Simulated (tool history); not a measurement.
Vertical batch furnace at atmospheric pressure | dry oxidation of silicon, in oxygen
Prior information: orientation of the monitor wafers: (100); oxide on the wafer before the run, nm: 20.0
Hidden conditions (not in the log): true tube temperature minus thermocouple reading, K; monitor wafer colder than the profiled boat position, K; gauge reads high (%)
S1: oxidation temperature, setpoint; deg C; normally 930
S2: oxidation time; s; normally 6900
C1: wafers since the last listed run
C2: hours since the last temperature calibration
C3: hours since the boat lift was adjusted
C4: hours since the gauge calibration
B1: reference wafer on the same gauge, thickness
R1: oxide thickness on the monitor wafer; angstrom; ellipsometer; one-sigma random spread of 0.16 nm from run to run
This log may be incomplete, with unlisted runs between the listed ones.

| run | hour | S1 | S2 | C1 | C2 | C3 | C4 | B1 | R1 |
|---|---|---|---|---|---|---|---|---|---|
| 1 | 0.0 | 930 | 6900 | 0 | 201.8 | 3635.2 | 973.2 | 42.24 | 458.9 |
| 2 | 90.0 | 930 | 6900 | 985 | 291.8 | 3725.2 | 1063.2 | 42.22 | 462.5 |
| 3 | 174.3 | 930 | 6900 | 923 | 376.1 | 3809.5 | 1147.5 | 42.17 | 464.6 |
| 4 | 212.6 | 939 | 4530 | 419 | 414.4 | 3847.8 | 1185.8 | 42.19 | 397.4 |
| 5 | 318.9 | 939 | 4530 | 1164 | 520.7 | 3954.1 | 1292.1 | 42.29 | 401.1 |
| 6 | 386.6 | 930 | 7680 | 741 | 588.4 | 4021.8 | 1359.8 | 42.17 | 489.8 |
| 7 | 476.5 | 930 | 6900 | 984 | 678.3 | 4111.7 | 1449.7 | 42.17 | 461.9 |
| 8 | 538.7 | 939 | 6900 | 681 | 740.5 | 4173.9 | 1511.9 | 42.16 | 492.6 |
|  | 618.5 | gauge calibrated |
| 9 | 634.1 | 939 | 6900 | 1044 | 835.9 | 4269.3 | 15.6 | 42.16 | 493.0 |
| 10 | 735.4 | 930 | 6900 | 1109 | 937.2 | 4370.6 | 116.9 | 42.21 | 462.0 |
| 11 | 792.5 | 930 | 6900 | 625 | 994.3 | 4427.7 | 174.0 | 42.21 | 462.7 |
| 12 | 833.5 | 930 | 6900 | 449 | 1035.3 | 4468.7 | 215.0 | 42.19 | 462.8 |
| 13 | 871.0 | 930 | 6900 | 410 | 1072.8 | 4506.2 | 252.5 | 42.23 | 461.2 |
| 14 | 937.9 | 930 | 6900 | 732 | 1139.7 | 4573.1 | 319.4 | 42.22 | 461.5 |
| 15 | 984.7 | 930 | 6900 | 512 | 1186.5 | 4619.9 | 366.2 | 42.17 | 461.2 |
| 16 | 1088.6 | 930 | 6900 | 1138 | 1290.4 | 4723.8 | 470.1 | 42.22 | 460.4 |
| 17 | 1127.7 | 930 | 6900 | 428 | 1329.5 | 4762.9 | 509.2 | 42.23 | 462.8 |
| 18 | 1185.2 | 930 | 6900 | 629 | 1387.0 | 4820.4 | 566.7 | 42.17 | 463.8 |
| 19 | 1270.0 | 907 | 6900 | 928 | 1471.8 | 4905.2 | 651.5 | 42.13 | 388.9 |
| 20 | 1369.3 | 948 | 8670 | 1087 | 1571.1 | 5004.5 | 750.8 | 42.14 | 607.4 |
| 21 | 1467.9 | 930 | 6900 | 1079 | 1669.7 | 5103.1 | 849.4 | 42.15 | 465.3 |
| 22 | 1557.6 | 930 | 6900 | 982 | 1759.4 | 5192.8 | 939.1 | 42.25 | 466.1 |
| 23 | 1601.4 | 930 | 6900 | 479 | 1803.2 | 5236.6 | 982.9 | 42.14 | 460.9 |
|  | 1645.4 | boat lift adjusted |
| 24 | 1680.5 | 941 | 5880 | 603 | 1882.3 | 35.1 | 1062.0 | 42.12 | 481.7 |
| 25 | 1726.8 | 940 | 4260 | 507 | 1928.6 | 81.4 | 1108.3 | 42.19 | 407.7 |
|  | 1796.1 | thermocouples replaced and temperature profile calibrated |
| 26 | 1796.6 | 930 | 4140 | 501 | 0.5 | 151.2 | 1178.1 | 42.23 | 368.3 |
| 27 | 1840.4 | 912 | 5520 | 479 | 44.3 | 195.0 | 1221.9 | 42.15 | 371.4 |
| 28 | 1917.9 | 930 | 7950 | 848 | 121.8 | 272.5 | 1299.4 | 42.20 | 510.4 |
| 29 | 2017.6 | 930 | 6900 | 1092 | 221.5 | 372.2 | 1399.1 | 42.16 | 472.4 |
| 30 | 2076.7 | 930 | 9660 | 647 | 280.6 | 431.3 | 1458.2 | 42.20 | 567.3 |
|  | 2182.4 | gauge calibrated |
| 31 | 2253.8 | 930 | 4020 | 1939 | 457.7 | 608.4 | 71.4 | 42.16 | 365.6 |
| 32 | 2309.2 | 930 | 6900 | 606 | 513.1 | 663.8 | 126.8 | 42.20 | 471.5 |
| 33 | 2434.9 | 930 | 10110 | 1376 | 638.8 | 789.5 | 252.5 | 42.23 | 590.0 |
| 34 | 2476.4 | 930 | 6900 | 454 | 680.3 | 831.0 | 294.0 | 42.16 | 474.5 |
| 35 | 2571.5 | 954 | 9780 | 1041 | 775.4 | 926.1 | 389.1 | 42.20 | 704.2 |
| 36 | 2678.1 | 906 | 4830 | 1167 | 882.0 | 1032.7 | 495.7 | 42.19 | 339.5 |
| 37 | 2772.1 | 930 | 6900 | 1029 | 976.0 | 1126.7 | 589.7 | 42.21 | 475.5 |
| 38 | 2838.4 | 930 | 6900 | 726 | 1042.3 | 1193.0 | 656.0 | 42.17 | 476.1 |

Here are 5 independent what-if runs from the current tool condition. What would each one return?
| A | 2844.1 | 930 | 6900 | 62 | 1048.0 | 1198.7 | 661.7 | ? | ? |
| B | 2844.1 | 909 | 9960 | 62 | 1048.0 | 1198.7 | 661.7 | ? | ? |
| C | 2844.1 | 947 | 6900 | 62 | 1048.0 | 1198.7 | 661.7 | ? | ? |
| D | 2844.1 | 941 | 6900 | 62 | 1048.0 | 1198.7 | 661.7 | ? | ? |
| E | 2844.1 | 917 | 4080 | 62 | 1048.0 | 1198.7 | 661.7 | ? | ? |

| run | B1 | R1 |
|---|---|---|
| A | 42.18 | 474.8 |
| B | 42.18 | 487.0 |
| C | 42.18 | 541.3 |
| D | 42.18 | 517.4 |
| E | 42.18 | 338.8 |
Take away the tool's hidden state, keep each run's random variation, and the runs would have read:
| run | R1 |
|---|---|
| A | 473.6 |
| B | 485.7 |
| C | 540.0 |
| D | 516.2 |
| E | 338.2 |

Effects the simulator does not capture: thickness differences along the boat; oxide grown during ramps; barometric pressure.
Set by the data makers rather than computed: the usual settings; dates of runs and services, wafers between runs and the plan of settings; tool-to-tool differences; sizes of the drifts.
